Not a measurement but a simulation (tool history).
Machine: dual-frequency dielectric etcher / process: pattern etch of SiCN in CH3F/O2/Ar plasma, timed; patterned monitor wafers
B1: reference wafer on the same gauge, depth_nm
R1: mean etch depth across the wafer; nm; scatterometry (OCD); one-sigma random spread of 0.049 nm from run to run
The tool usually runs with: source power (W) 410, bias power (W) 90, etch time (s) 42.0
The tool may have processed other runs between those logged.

run 1 day=0.000 | source_power_(W)=480 bias_power_(W)=90 etch_time_(s)=42.0 | B1=19.00 | R1=17.63
run 2 day=0.446 | source_power_(W)=480 bias_power_(W)=90 etch_time_(s)=42.0 | B1=19.00 | R1=17.51
run 3 day=1.112 | source_power_(W)=410 bias_power_(W)=90 etch_time_(s)=42.0 | B1=19.00 | R1=16.43
run 4 day=1.612 | source_power_(W)=410 bias_power_(W)=90 etch_time_(s)=42.0 | B1=19.02 | R1=16.42
run 5 day=2.100 | source_power_(W)=410 bias_power_(W)=90 etch_time_(s)=42.0 | B1=19.00 | R1=16.34
run 6 day=2.512 | source_power_(W)=410 bias_power_(W)=90 etch_time_(s)=32.0 | B1=19.01 | R1=12.50
run 7 day=2.988 | source_power_(W)=410 bias_power_(W)=90 etch_time_(s)=32.0 | B1=19.01 | R1=12.39
run 8 day=3.383 | source_power_(W)=410 bias_power_(W)=90 etch_time_(s)=42.0 | B1=19.01 | R1=16.26
run 9 day=3.958 | source_power_(W)=410 bias_power_(W)=90 etch_time_(s)=42.0 | B1=19.01 | R1=16.20
run 10 day=4.454 | source_power_(W)=410 bias_power_(W)=90 etch_time_(s)=42.0 | B1=19.01 | R1=16.23
run 11 day=4.829 | source_power_(W)=450 bias_power_(W)=106 etch_time_(s)=42.0 | B1=19.00 | R1=17.80
-- day=6.133 upper electrode replaced
run 12 day=6.154 | source_power_(W)=450 bias_power_(W)=106 etch_time_(s)=42.0 | B1=19.01 | R1=17.79
run 13 day=6.171 | source_power_(W)=410 bias_power_(W)=69 etch_time_(s)=45.5 | B1=19.00 | R1=16.16
run 14 day=6.388 | source_power_(W)=320 bias_power_(W)=103 etch_time_(s)=36.0 | B1=19.02 | R1=13.04
run 15 day=6.904 | source_power_(W)=310 bias_power_(W)=84 etch_time_(s)=34.5 | B1=18.99 | R1=11.50
run 16 day=7.225 | source_power_(W)=410 bias_power_(W)=68 etch_time_(s)=42.0 | B1=19.00 | R1=14.81
run 17 day=7.608 | source_power_(W)=440 bias_power_(W)=90 etch_time_(s)=42.0 | B1=19.00 | R1=16.53
run 18 day=8.083 | source_power_(W)=410 bias_power_(W)=90 etch_time_(s)=42.0 | B1=18.99 | R1=16.05
-- day=8.579 bias power generator calibrated
run 19 day=8.600 | source_power_(W)=380 bias_power_(W)=90 etch_time_(s)=42.0 | B1=18.99 | R1=15.57
-- day=8.829 gauge calibrated
-- day=8.979 source power generator calibrated
-- day=10.617 wet clean of the chamber
run 20 day=10.638 | source_power_(W)=410 bias_power_(W)=90 etch_time_(s)=42.0 | B1=19.00 | R1=16.67
run 21 day=11.050 | source_power_(W)=380 bias_power_(W)=71 etch_time_(s)=36.5 | B1=19.01 | R1=13.03
run 22 day=11.650 | source_power_(W)=410 bias_power_(W)=90 etch_time_(s)=48.0 | B1=19.00 | R1=19.04
run 23 day=12.321 | source_power_(W)=500 bias_power_(W)=79 etch_time_(s)=34.0 | B1=19.00 | R1=14.09
run 24 day=12.771 | source_power_(W)=410 bias_power_(W)=90 etch_time_(s)=42.0 | B1=19.01 | R1=16.62
run 25 day=13.383 | source_power_(W)=350 bias_power_(W)=70 etch_time_(s)=30.0 | B1=19.00 | R1=10.23
run 26 day=13.900 | source_power_(W)=410 bias_power_(W)=90 etch_time_(s)=42.0 | B1=19.00 | R1=16.52
run 27 day=14.254 | source_power_(W)=410 bias_power_(W)=101 etch_time_(s)=42.0 | B1=19.00 | R1=17.22
run 28 day=14.583 | source_power_(W)=410 bias_power_(W)=90 etch_time_(s)=42.0 | B1=19.00 | R1=16.43
run 29 day=15.004 | source_power_(W)=410 bias_power_(W)=77 etch_time_(s)=37.0 | B1=19.01 | R1=13.84

5 options for the next run, each taken on its own from the tool as it stands now. Forecast them:
run A day=15.021 | source_power_(W)=410 bias_power_(W)=90 etch_time_(s)=42.0 | B1=? | R1=?
run B day=15.021 | source_power_(W)=450 bias_power_(W)=98 etch_time_(s)=42.0 | B1=? | R1=?
run C day=15.021 | source_power_(W)=450 bias_power_(W)=69 etch_time_(s)=42.0 | B1=? | R1=?
run D day=15.021 | source_power_(W)=410 bias_power_(W)=90 etch_time_(s)=33.5 | B1=? | R1=?
run E day=15.021 | source_power_(W)=480 bias_power_(W)=80 etch_time_(s)=49.5 | B1=? | R1=?

run=A B1=18.99 R1=16.59
run=B B1=18.99 R1=17.74
run=C B1=18.99 R1=15.89
run=D B1=18.99 R1=13.23
run=E B1=18.99 R1=20.13
Stripped of hidden state, with their random variation kept, the same runs would have yielded:
run=A R1=16.81
run=B R1=17.98
run=C R1=16.10
run=D R1=13.41
run=E R1=20.40
